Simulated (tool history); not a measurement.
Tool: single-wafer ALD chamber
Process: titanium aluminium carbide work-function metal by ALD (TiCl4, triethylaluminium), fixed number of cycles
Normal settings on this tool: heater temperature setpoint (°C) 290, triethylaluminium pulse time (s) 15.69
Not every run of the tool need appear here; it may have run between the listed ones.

run,hour,heater temperature setpoint (°C),triethylaluminium pulse time (s),wafers since the last listed run,hours since the last thermocouple change,hours since the last triethylaluminium bottle change,hours since the showerhead was replaced,hours since the gauge calibration,"read-back reference wafer on the same gauge, thickness_nm",mean film thickness on the monitor wafer (angstrom)
1,0.0,295,15.69,0,969.5,606.4,4862.8,138.3,2.069,19.82
2,14.5,295,15.69,158,984.0,620.9,4877.3,152.8,2.070,19.84
3,23.3,290,11.38,96,992.8,629.7,4886.1,161.6,2.070,19.14
4,41.2,290,11.38,195,1010.7,647.6,4904.0,179.5,2.071,19.12
5,51.0,290,11.38,106,1020.5,657.4,4913.8,189.3,2.070,19.12
6,77.0,290,20.47,283,1046.5,683.4,4939.8,215.3,2.070,19.62
7,83.7,290,15.69,73,1053.2,690.1,4946.5,222.0,2.071,19.53
8,91.7,290,15.69,87,1061.2,698.1,4954.5,230.0,2.070,19.47
# hour 110.2: thermocouple changed; heater temperature recalibrated
9,110.7,285,19.99,120,0.5,717.1,4973.5,249.0,2.071,18.80
10,117.7,290,15.69,76,7.5,724.1,4980.5,256.0,2.070,18.98
11,129.6,290,15.69,129,19.4,736.0,4992.4,267.9,2.071,19.02
12,142.9,304,15.69,145,32.7,749.3,5005.7,281.2,2.069,20.18
13,152.5,290,15.69,104,42.3,758.9,5015.3,290.8,2.072,18.99
14,164.6,298,10.74,132,54.4,771.0,5027.4,302.9,2.070,19.29
15,182.1,275,21.89,191,71.9,788.5,5044.9,320.4,2.071,17.85
16,192.2,290,13.82,110,82.0,798.6,5055.0,330.5,2.070,18.93
17,200.7,285,13.79,92,90.5,807.1,5063.5,339.0,2.072,18.51
# hour 204.7: gauge calibrated
18,218.1,286,21.92,189,107.9,824.5,5080.9,13.4,2.071,18.81
19,235.1,290,15.69,185,124.9,841.5,5097.9,30.4,2.069,19.13
# hour 255.4: triethylaluminium bottle replaced
20,255.9,290,20.15,139,145.7,0.5,5118.7,51.2,2.070,19.13
21,266.6,296,15.69,116,156.4,11.2,5129.4,61.9,2.069,19.59
22,275.9,304,18.75,101,165.7,20.5,5138.7,71.2,2.069,20.30
# hour 289.4: showerhead replaced
23,289.9,302,12.43,65,179.7,34.5,0.5,85.2,2.070,19.96
24,301.1,290,15.69,122,190.9,45.7,11.7,96.4,2.069,19.09
25,314.3,276,11.41,144,204.1,58.9,24.9,109.6,2.070,17.67
26,329.3,275,21.82,163,219.1,73.9,39.9,124.6,2.071,18.00
27,338.3,279,15.69,98,228.1,82.9,48.9,133.6,2.069,18.31
28,345.9,298,21.74,82,235.7,90.5,56.5,141.2,2.070,19.77
29,358.4,290,15.69,136,248.2,103.0,69.0,153.7,2.069,19.10
30,364.7,290,15.69,68,254.5,109.3,75.3,160.0,2.069,19.12
31,379.8,280,19.05,164,269.6,124.4,90.4,175.1,2.070,18.28
32,390.4,304,18.75,115,280.2,135.0,101.0,185.7,2.070,20.33
33,400.6,277,12.60,111,290.4,145.2,111.2,195.9,2.070,17.96

List, for all runs, the conditions of the tool that the log does not record:
triethylaluminium dose above that of a fresh bottle (%): 0 in every run
gauge reads high (%): 0 in every run
H1: wafer temperature above the value expected at the setpoint (K)
run,H1
1,5.49
2,5.57
3,5.63
4,5.73
5,5.79
6,5.94
7,5.98
8,6.02
9,0.146
10,0.187
11,0.256
12,0.333
13,0.388
14,0.458
15,0.56
16,0.618
17,0.667
18,0.768
19,0.866
20,0.987
21,1.05
22,1.1
23,1.18
24,1.25
25,1.32
26,1.41
27,1.46
28,1.51
29,1.58
30,1.62
31,1.7
32,1.77
33,1.82
